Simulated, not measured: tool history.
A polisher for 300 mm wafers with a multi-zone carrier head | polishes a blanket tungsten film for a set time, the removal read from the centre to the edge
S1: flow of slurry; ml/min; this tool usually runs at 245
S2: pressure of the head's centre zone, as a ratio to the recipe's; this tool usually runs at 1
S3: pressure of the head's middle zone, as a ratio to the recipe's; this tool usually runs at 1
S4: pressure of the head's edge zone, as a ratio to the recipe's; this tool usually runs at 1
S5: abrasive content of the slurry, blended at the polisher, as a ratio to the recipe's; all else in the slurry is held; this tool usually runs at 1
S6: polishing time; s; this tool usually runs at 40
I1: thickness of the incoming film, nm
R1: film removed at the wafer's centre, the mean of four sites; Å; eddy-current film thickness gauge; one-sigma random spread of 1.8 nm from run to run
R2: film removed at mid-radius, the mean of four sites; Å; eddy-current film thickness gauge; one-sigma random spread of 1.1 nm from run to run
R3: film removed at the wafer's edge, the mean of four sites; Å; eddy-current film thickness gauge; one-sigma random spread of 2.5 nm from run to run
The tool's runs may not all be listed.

| run | hour | S1 | S2 | S3 | S4 | S5 | S6 | I1 | R1 | R2 | R3 |
|---|---|---|---|---|---|---|---|---|---|---|---|
| 1 | 0 | 245 | 1 | 1 | 1.08 | 1 | 40 | 1597.2 | 1534 | 1712 | 1805 |
| 2 | 21.8 | 245 | 1 | 1 | 1.08 | 1 | 40 | 1617.4 | 1514 | 1717 | 1773 |
| 3 | 44.4 | 245 | 1 | 1 | 1.08 | 1 | 40 | 1591.8 | 1531 | 1700 | 1794 |
|  | 52.9 | worn pad replaced by a new one |
| 4 | 62.3 | 245 | 1 | 1 | 1 | 1 | 40 | 1588.4 | 1557 | 1713 | 1769 |
| 5 | 96.9 | 245 | 0.95 | 1.05 | 1 | 1 | 40 | 1610.6 | 1455 | 1769 | 1751 |
| 6 | 125.7 | 245 | 0.95 | 1.05 | 1 | 1 | 40 | 1602.8 | 1486 | 1778 | 1753 |
|  | 154.8 | worn pad replaced by a new one |
| 7 | 155.3 | 245 | 1 | 1 | 1 | 0.85 | 40 | 1592.8 | 1464 | 1673 | 1693 |
| 8 | 183.5 | 245 | 1 | 1 | 1 | 0.85 | 40 | 1570.5 | 1488 | 1682 | 1684 |
| 9 | 200.2 | 245 | 1 | 1 | 1 | 0.85 | 40 | 1608.1 | 1469 | 1674 | 1658 |
| 10 | 225.8 | 245 | 1 | 1 | 1.08 | 1.1 | 40 | 1631.8 | 1523 | 1749 | 1825 |
|  | 257.4 | edge zone pressure recalibrated |
| 11 | 260.3 | 245 | 1 | 1 | 1.08 | 1.1 | 40 | 1597.1 | 1533 | 1750 | 1816 |
|  | 265.6 | centre zone pressure recalibrated |
|  | 268.2 | worn pad replaced by a new one, of another model than before |
| 12 | 275 | 245 | 1 | 0.91 | 1 | 1 | 40 | 1589.7 | 1705 | 1616 | 1744 |

For run 13, what comes out?
| 13 | 293.5 | 245 | 1 | 1 | 0.9 | 1 | 40 | 1622 | ? | ? | ? |

{"run 13": {"R1": 1681, "R2": 1716, "R3": 1620}}
With no hidden state in the tool, this same run would have given R1 1703 Å, R2 1716 Å, R3 1620 Å.
